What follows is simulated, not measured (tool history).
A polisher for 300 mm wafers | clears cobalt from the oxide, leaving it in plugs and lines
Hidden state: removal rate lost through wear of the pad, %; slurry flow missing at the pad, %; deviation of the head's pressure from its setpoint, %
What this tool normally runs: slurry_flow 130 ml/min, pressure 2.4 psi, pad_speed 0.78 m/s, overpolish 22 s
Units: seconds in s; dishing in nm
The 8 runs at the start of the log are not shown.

| run | hour | slurry_flow | pressure | pad_speed | overpolish | wafers since the last listed run | wafers polished on this pad | hours since the slurry nozzle was cleaned | hours since the head pressure was calibrated | incoming thickness of the incoming film, nm | seconds | dishing |
|---|---|---|---|---|---|---|---|---|---|---|---|---|
| 9 | 910.6 | 130 | 2.4 | 0.78 | 22 | 630 | 2689 | 344.2 | 120.9 | 324.7 | 72.0 | 39.7 |
| 10 | 1005.2 | 130 | 2.7 | 0.78 | 22 | 582 | 3272 | 438.8 | 215.5 | 323.1 | 64.6 | 41.7 |
| 11 | 1061.0 | 130 | 3.0 | 0.52 | 32 | 343 | 3615 | 494.6 | 271.3 | 317.4 | 84.5 | 42.7 |
| 12 | 1097.6 | 145 | 1.6 | 0.70 | 26 | 225 | 3841 | 531.2 | 307.9 | 323.5 | 118.8 | 37.3 |
| 13 | 1193.6 | 130 | 2.4 | 0.78 | 14 | 591 | 4432 | 627.2 | 403.9 | 326.7 | 75.6 | 35.1 |
|  | 1249.5 | worn pad replaced by a new one |
| 14 | 1269.0 | 115 | 2.4 | 0.58 | 13 | 439 | 120 | 702.6 | 479.3 | 316.9 | 96.7 | 28.5 |
| 15 | 1319.8 | 130 | 2.4 | 0.78 | 22 | 312 | 433 | 753.4 | 530.1 | 315.5 | 68.7 | 40.5 |
| 16 | 1381.1 | 160 | 1.8 | 0.78 | 10 | 377 | 810 | 814.7 | 591.4 | 314.8 | 89.4 | 26.0 |
|  | 1439.0 | slurry nozzle cleaned |
| 17 | 1454.6 | 130 | 2.8 | 0.66 | 26 | 446 | 1256 | 15.6 | 664.9 | 323.1 | 70.7 | 43.5 |
| 18 | 1527.3 | 130 | 2.4 | 0.78 | 22 | 447 | 1704 | 88.3 | 737.6 | 322.9 | 69.4 | 40.5 |
| 19 | 1630.2 | 170 | 2.4 | 0.78 | 22 | 633 | 2338 | 191.2 | 840.5 | 320.9 | 68.1 | 40.1 |
| 20 | 1714.5 | 105 | 2.4 | 0.78 | 22 | 519 | 2857 | 275.5 | 924.8 | 317.7 | 67.7 | 39.9 |

Expected results for the next run?
| 21 | 1786.4 | 130 | 2.6 | 0.62 | 22 | 442 | 3300 | 347.4 | 996.7 | 321.7 | ? | ? |

seconds: 78.5 s
dishing: 40.3 nm
With the hidden condition absent and the run-to-run variation left alone, this run would have shown seconds 83.6 s, dishing 39.7 nm.
